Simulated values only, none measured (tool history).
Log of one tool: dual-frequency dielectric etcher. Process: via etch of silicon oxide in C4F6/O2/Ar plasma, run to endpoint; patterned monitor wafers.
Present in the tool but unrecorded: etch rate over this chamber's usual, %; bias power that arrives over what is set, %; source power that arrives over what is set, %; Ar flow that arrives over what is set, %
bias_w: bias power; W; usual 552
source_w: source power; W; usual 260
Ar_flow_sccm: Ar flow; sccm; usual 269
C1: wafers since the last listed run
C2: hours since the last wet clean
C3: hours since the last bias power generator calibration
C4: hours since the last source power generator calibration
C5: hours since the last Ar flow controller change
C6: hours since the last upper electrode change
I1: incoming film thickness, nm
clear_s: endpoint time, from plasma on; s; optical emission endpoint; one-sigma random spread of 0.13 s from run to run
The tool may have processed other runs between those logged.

Run 1, hour 0: usual settings; C1 0; C2 297.5; C3 3468.6; C4 1318; C5 2165.9; C6 5260.3; I1 122.4. Result: clear_s 28.2 s.
Run 2, hour 32.7: usual settings; C1 486; C2 330.2; C3 3501.3; C4 1350.7; C5 2198.6; C6 5293; I1 121.7. Result: clear_s 28 s.
At hour 101.3: wet clean of the chamber.
Run 3, hour 101.8: usual settings but bias_w 627 W; C1 670; C2 0.5; C3 3570.4; C4 1419.8; C5 2267.7; C6 5362.1; I1 121.6. Result: clear_s 27.7 s.
Run 4, hour 207.9: usual settings; C1 1577; C2 106.6; C3 3676.5; C4 1525.9; C5 2373.8; C6 5468.2; I1 121.4. Result: clear_s 28.7 s.
Run 5, hour 245.4: usual settings; C1 557; C2 144.1; C3 3714; C4 1563.4; C5 2411.3; C6 5505.7; I1 122.5. Result: clear_s 28.9 s.
Run 6, hour 311.7: usual settings; C1 986; C2 210.4; C3 3780.3; C4 1629.7; C5 2477.6; C6 5572; I1 121.2. Result: clear_s 28.5 s.
Run 7, hour 367.5: usual settings; C1 829; C2 266.2; C3 3836.1; C4 1685.5; C5 2533.4; C6 5627.8; I1 122.4. Result: clear_s 28.6 s.
At hour 446.4: wet clean of the chamber.
Run 8, hour 446.9: usual settings; C1 823; C2 0.5; C3 3915.5; C4 1764.9; C5 2612.8; C6 5707.2; I1 122.3. Result: clear_s 29.3 s.
Run 9, hour 503.1: usual settings; C1 835; C2 56.7; C3 3971.7; C4 1821.1; C5 2669; C6 5763.4; I1 121.2. Result: clear_s 28.7 s.
Run 10, hour 536.7: usual settings but Ar_flow_sccm 311 sccm; C1 499; C2 90.3; C3 4005.3; C4 1854.7; C5 2702.6; C6 5797; I1 122.5. Result: clear_s 29.4 s.
At hour 606.6: upper electrode replaced.
Run 11, hour 607.1: usual settings but Ar_flow_sccm 311 sccm; C1 690; C2 160.7; C3 4075.7; C4 1925.1; C5 2773; C6 0.5; I1 122.6. Result: clear_s 29.2 s.
Run 12, hour 635.2: usual settings; C1 417; C2 188.8; C3 4103.8; C4 1953.2; C5 2801.1; C6 28.6; I1 122.4. Result: clear_s 28.6 s.
Run 13, hour 677.5: usual settings; C1 629; C2 231.1; C3 4146.1; C4 1995.5; C5 2843.4; C6 70.9; I1 121.9. Result: clear_s 28.4 s.
Run 14, hour 741.1: usual settings but Ar_flow_sccm 208 sccm; C1 945; C2 294.7; C3 4209.7; C4 2059.1; C5 2907; C6 134.5; I1 122. Result: clear_s 27.3 s.
At hour 788.6: bias power generator calibrated.
At hour 800: wet clean of the chamber.
Run 15, hour 800.5: usual settings but source_w 280 W; C1 653; C2 0.5; C3 11.9; C4 2118.5; C5 2966.4; C6 193.9; I1 122.1. Result: clear_s 28.6 s.
At hour 837.1: Ar flow controller replaced.
Run 16, hour 853.5: usual settings but bias_w 505 W, source_w 280 W; C1 698; C2 53.5; C3 64.9; C4 2171.5; C5 16.4; C6 246.9; I1 121.3. Result: clear_s 29.4 s.
At hour 898.6: source power generator calibrated.
Run 17, hour 901.7: usual settings but source_w 210 W; C1 657; C2 101.7; C3 113.1; C4 3.1; C5 64.6; C6 295.1; I1 121.6. Result: clear_s 30.2 s.
Run 18, hour 999.6: usual settings but bias_w 475 W; C1 1455; C2 199.6; C3 211; C4 101; C5 162.5; C6 393; I1 121.1. Result: clear_s 30.2 s.
Run 19, hour 1038.5: usual settings but bias_w 423 W, source_w 300 W, Ar_flow_sccm 290 sccm; C1 578; C2 238.5; C3 249.9; C4 139.9; C5 201.4; C6 431.9; I1 122.2. Result: clear_s 30.9 s.
Run 20, hour 1065: usual settings but Ar_flow_sccm 306 sccm; C1 394; C2 265; C3 276.4; C4 166.4; C5 227.9; C6 458.4; I1 123.4. Result: clear_s 29.1 s.
At hour 1137.3: wet clean of the chamber.
Run 21, hour 1137.8: usual settings but bias_w 425 W, source_w 290 W, Ar_flow_sccm 203 sccm; C1 725; C2 0.5; C3 349.2; C4 239.2; C5 300.7; C6 531.2; I1 121.2. Result: clear_s 31.2 s.
Run 22, hour 1186.4: usual settings; C1 722; C2 49.1; C3 397.8; C4 287.8; C5 349.3; C6 579.8; I1 121.3. Result: clear_s 29.2 s.
Run 23, hour 1257: usual settings; C1 1049; C2 119.7; C3 468.4; C4 358.4; C5 419.9; C6 650.4; I1 120.3. Result: clear_s 28.4 s.
Run 24, hour 1302.8: usual settings; C1 681; C2 165.5; C3 514.2; C4 404.2; C5 465.7; C6 696.2; I1 122.3. Result: clear_s 28.6 s.

Consider 5 possible next runs. They are alternatives, not a sequence: every one starts from the tool as it was left by run 24. What does each give?
Run A, hour 1303.2: usual settings; C1 5; C2 165.9; C3 514.6; C4 404.6; C5 466.1; C6 696.6; I1 122. Result: clear_s ?.
Run B, hour 1303.2: usual settings but bias_w 450 W, Ar_flow_sccm 224 sccm; C1 5; C2 165.9; C3 514.6; C4 404.6; C5 466.1; C6 696.6; I1 122. Result: clear_s ?.
Run C, hour 1303.2: usual settings but Ar_flow_sccm 236 sccm; C1 5; C2 165.9; C3 514.6; C4 404.6; C5 466.1; C6 696.6; I1 122. Result: clear_s ?.
Run D, hour 1303.2: usual settings but bias_w 596 W, source_w 240 W, Ar_flow_sccm 303 sccm; C1 5; C2 165.9; C3 514.6; C4 404.6; C5 466.1; C6 696.6; I1 122. Result: clear_s ?.
Run E, hour 1303.2: usual settings but bias_w 635 W, source_w 220 W, Ar_flow_sccm 247 sccm; C1 5; C2 165.9; C3 514.6; C4 404.6; C5 466.1; C6 696.6; I1 122. Result: clear_s ?.

run  clear_s
  A     28.7
  B     30.9
  C     28.3
  D     28.7
  E     27.7
Without the tool's unlogged condition, the same runs would have read:
run  clear_s
  A     29.3
  B     31.6
  C     28.9
  D     29.3
  E     28.3
